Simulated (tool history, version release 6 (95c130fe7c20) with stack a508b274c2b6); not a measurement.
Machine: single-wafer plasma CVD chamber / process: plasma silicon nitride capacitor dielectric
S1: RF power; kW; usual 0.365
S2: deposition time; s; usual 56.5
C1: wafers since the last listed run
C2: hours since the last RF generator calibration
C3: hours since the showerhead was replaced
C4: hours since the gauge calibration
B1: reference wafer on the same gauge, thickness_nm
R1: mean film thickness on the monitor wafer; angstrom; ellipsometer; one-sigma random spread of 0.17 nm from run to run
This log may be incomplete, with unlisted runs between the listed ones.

| run | hour | S1 | S2 | C1 | C2 | C3 | C4 | B1 | R1 |
|---|---|---|---|---|---|---|---|---|---|
| 1 | 0 | 0.365 | 56.5 | 0 | 379.2 | 5941.5 | 192.5 | 85.175 | 774.93 |
| 2 | 67.7 | 0.365 | 56.5 | 825 | 446.9 | 6009.2 | 260.2 | 85.224 | 777.27 |
| 3 | 169 | 0.365 | 56.5 | 1234 | 548.2 | 6110.5 | 361.5 | 85.18 | 778.32 |
| 4 | 270.6 | 0.365 | 54 | 1238 | 649.8 | 6212.1 | 463.1 | 85.189 | 740.97 |
| 5 | 350.8 | 0.365 | 54 | 977 | 730 | 6292.3 | 543.3 | 85.165 | 740.16 |
| 6 | 393.8 | 0.365 | 56.5 | 524 | 773 | 6335.3 | 586.3 | 85.168 | 775.37 |
| 7 | 499.5 | 0.365 | 56.5 | 1288 | 878.7 | 6441 | 692 | 85.168 | 777.09 |
| 8 | 575.4 | 0.365 | 56.5 | 924 | 954.6 | 6516.9 | 767.9 | 85.221 | 772.11 |
| 9 | 676.9 | 0.365 | 56.5 | 1236 | 1056.1 | 6618.4 | 869.4 | 85.217 | 773.14 |
| 10 | 733.5 | 0.365 | 56.5 | 689 | 1112.7 | 6675 | 926 | 85.149 | 772.2 |
| 11 | 811.3 | 0.345 | 61.5 | 948 | 1190.5 | 6752.8 | 1003.8 | 85.206 | 818.37 |
|  | 834.1 | gauge calibrated |
| 12 | 852.2 | 0.345 | 61.5 | 498 | 1231.4 | 6793.7 | 18.1 | 85.215 | 816.05 |
| 13 | 918.9 | 0.365 | 63 | 812 | 1298.1 | 6860.4 | 84.8 | 85.176 | 859.22 |
| 14 | 969.7 | 0.415 | 52.4 | 619 | 1348.9 | 6911.2 | 135.6 | 85.184 | 760.22 |
| 15 | 1073.6 | 0.365 | 56.5 | 1266 | 1452.8 | 7015.1 | 239.5 | 85.192 | 769.84 |
| 16 | 1121 | 0.335 | 53.6 | 577 | 1500.2 | 7062.5 | 286.9 | 85.215 | 694.94 |
|  | 1182.8 | showerhead replaced |
| 17 | 1212.7 | 0.43 | 63.6 | 1020 | 1591.9 | 29.9 | 378.6 | 85.216 | 934.98 |
| 18 | 1314.5 | 0.365 | 66.7 | 1240 | 1693.7 | 131.7 | 480.4 | 85.166 | 903.39 |
| 19 | 1373.2 | 0.405 | 51 | 715 | 1752.4 | 190.4 | 539.1 | 85.218 | 725.86 |
|  | 1442.3 | RF generator calibrated |
| 20 | 1478.6 | 0.42 | 51.8 | 1187 | 36.3 | 295.8 | 644.5 | 85.186 | 766.32 |
| 21 | 1531.3 | 0.39 | 63.9 | 642 | 89 | 348.5 | 697.2 | 85.198 | 907.46 |
| 22 | 1588.3 | 0.365 | 52 | 694 | 146 | 405.5 | 754.2 | 85.21 | 715.66 |
| 23 | 1632.7 | 0.385 | 46.1 | 541 | 190.4 | 449.9 | 798.6 | 85.184 | 651.99 |
| 24 | 1673.7 | 0.39 | 45.9 | 499 | 231.4 | 490.9 | 839.6 | 85.187 | 656.19 |
| 25 | 1720.2 | 0.365 | 56.5 | 566 | 277.9 | 537.4 | 886.1 | 85.201 | 780.78 |
| 26 | 1768.3 | 0.345 | 61 | 586 | 326 | 585.5 | 934.2 | 85.207 | 818.98 |
|  | 1795.3 | gauge calibrated |
| 27 | 1836.6 | 0.365 | 56.5 | 832 | 394.3 | 653.8 | 41.3 | 85.183 | 779.45 |

What differs in the tool's unlogged condition from the final listed run ahead of each entry between runs to the first listed run following it?
Logged between run 11 and run 12: gauge calibrated (hour 834.1)
  delivered RF power above the setpoint (%): -2.27 -> -2.38
  measured minus no-state result, R1: -9.74 -> -10.16 angstrom
Logged between run 16 and run 17: showerhead replaced (hour 1182.8)
  delivered RF power above the setpoint (%): -3.14 -> -3.44
  measured minus no-state result, R1: -11.54 -> -17.05 angstrom
Logged between run 19 and run 20: RF generator calibrated (hour 1442.3)
  delivered RF power above the setpoint (%): -4 -> -0.226
  measured minus no-state result, R1: -15.5 -> -0.89 angstrom
Logged between run 26 and run 27: gauge calibrated (hour 1795.3)
  delivered RF power above the setpoint (%): -0.336 -> -0.387
  measured minus no-state result, R1: -1.41 -> -1.55 angstrom
